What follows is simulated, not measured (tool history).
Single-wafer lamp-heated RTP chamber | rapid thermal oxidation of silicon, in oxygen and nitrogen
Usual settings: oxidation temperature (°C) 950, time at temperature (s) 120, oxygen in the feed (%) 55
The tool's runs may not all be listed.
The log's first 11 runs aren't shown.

run    hour  oxidation temperature (°C)  time at temperature (s)  oxygen in the feed (%)  wafers since the last listed run  wafers since the last pyrometer calibration  hours since the oxygen flow controller was replaced  hours since the gauge calibration  read-back reference wafer on the same gauge, thickness  oxide thickness on the monitor wafer (nm)
 12   601.2                         950                      120                      55                               900                                         3135                                               3415.8                             1107.0                                                   3.997                                      4.534
 13   654.4                         950                      120                      55                               844                                         3980                                               3469.0                             1160.2                                                   3.997                                      4.541
 14   702.3                         950                      147                      55                               760                                         4740                                               3516.9                             1208.1                                                   3.998                                      4.949
 15   738.7                         950                      147                      55                               577                                         5318                                               3553.3                             1244.5                                                   3.999                                      4.945
 16   771.6                         950                      147                      55                               522                                         5840                                               3586.2                             1277.4                                                   4.000                                      4.951
 17   798.2                         963                      167                      55                               422                                         6263                                               3612.8                             1304.0                                                   4.002                                      5.779
 18   825.2                         950                      120                      55                               428                                         6691                                               3639.8                             1331.0                                                   4.000                                      4.556
      838.8  -- pyrometer window cleaned and pyrometer calibrated
 19   851.7                         950                      120                      27                               293                                          205                                               3666.3                             1357.5                                                   4.000                                      3.694
 20   922.7                         950                      120                      27                              1127                                         1332                                               3737.3                             1428.5                                                   4.001                                      3.700
 21   988.3                         968                      146                      32                              1041                                         2374                                               3802.9                             1494.1                                                   4.001                                      4.732
 22  1126.3                         934                      154                      72                              2191                                         4565                                               3940.9                             1632.1                                                   4.003                                      4.886
     1252.6  -- pyrometer window cleaned and pyrometer calibrated
 23  1266.6                         950                       86                      77                              2100                                          222                                               4081.2                             1772.4                                                   4.002                                      4.409
     1295.8  -- oxygen flow controller replaced
 24  1332.7                         950                      120                      55                               922                                         1145                                                 36.9                             1838.5                                                   4.004                                      4.530
 25  1369.4                         950                      120                      55                               582                                         1727                                                 73.6                             1875.2                                                   4.003                                      4.567
 26  1397.3                         938                       92                      46                               442                                         2170                                                101.5                             1903.1                                                   4.004                                      3.590
 27  1443.0                         950                      120                      55                               725                                         2896                                                147.2                             1948.8                                                   4.002                                      4.551
     1541.9  -- gauge calibrated
     1627.3  -- pyrometer window cleaned and pyrometer calibrated
 28  1631.2                         950                       84                      67                              2861                                           61                                                335.4                               89.3                                                   3.964                                      4.145
 29  1666.9                         950                      120                      68                               566                                          627                                                371.1                              125.0                                                   3.967                                      4.844
 30  1697.7                         959                      162                      37                               489                                         1116                                                401.9                              155.8                                                   3.970                                      4.812
 31  1728.4                         950                      120                      76                               487                                         1604                                                432.6                              186.5                                                   3.969                                      5.004
 32  1795.8                         942                      167                      73                              1070                                         2674                                                500.0                              253.9                                                   3.974                                      5.371
 33  1821.2                         950                      120                      55                               403                                         3077                                                525.4                              279.3                                                   3.976                                      4.494
 34  1890.0                         950                      120                      55                              1092                                         4170                                                594.2                              348.1                                                   3.976                                      4.522
 35  1947.3                         950                      120                      47                               909                                         5079                                                651.5                              405.4                                                   3.980                                      4.317
     1981.6  -- pyrometer window cleaned and pyrometer calibrated
 36  2008.6                         964                      120                      55                               846                                          428                                                712.8                              466.7                                                   3.980                                      5.009

3 ways to go on from here, each from the tool as it stands after run 36. What would each give?
  A  2009.0                         950                      120                      55                                 6                                          435                                                713.2                              467.1                                                       ?                                          ?
  B  2009.0                         950                      176                      55                                 6                                          435                                                713.2                              467.1                                                       ?                                          ?
  C  2009.0                         925                      165                      55                                 6                                          435                                                713.2                              467.1                                                       ?                                          ?

run  read-back reference wafer on the same gauge, thickness  oxide thickness on the monitor wafer (nm)
  A                                                   3.980                                      4.516
  B                                                   3.980                                      5.318
  C                                                   3.980                                      4.299
Without the tool's hidden state the same runs would have given:
run  oxide thickness on the monitor wafer (nm)
  A                                      4.491
  B                                      5.288
  C                                      4.275

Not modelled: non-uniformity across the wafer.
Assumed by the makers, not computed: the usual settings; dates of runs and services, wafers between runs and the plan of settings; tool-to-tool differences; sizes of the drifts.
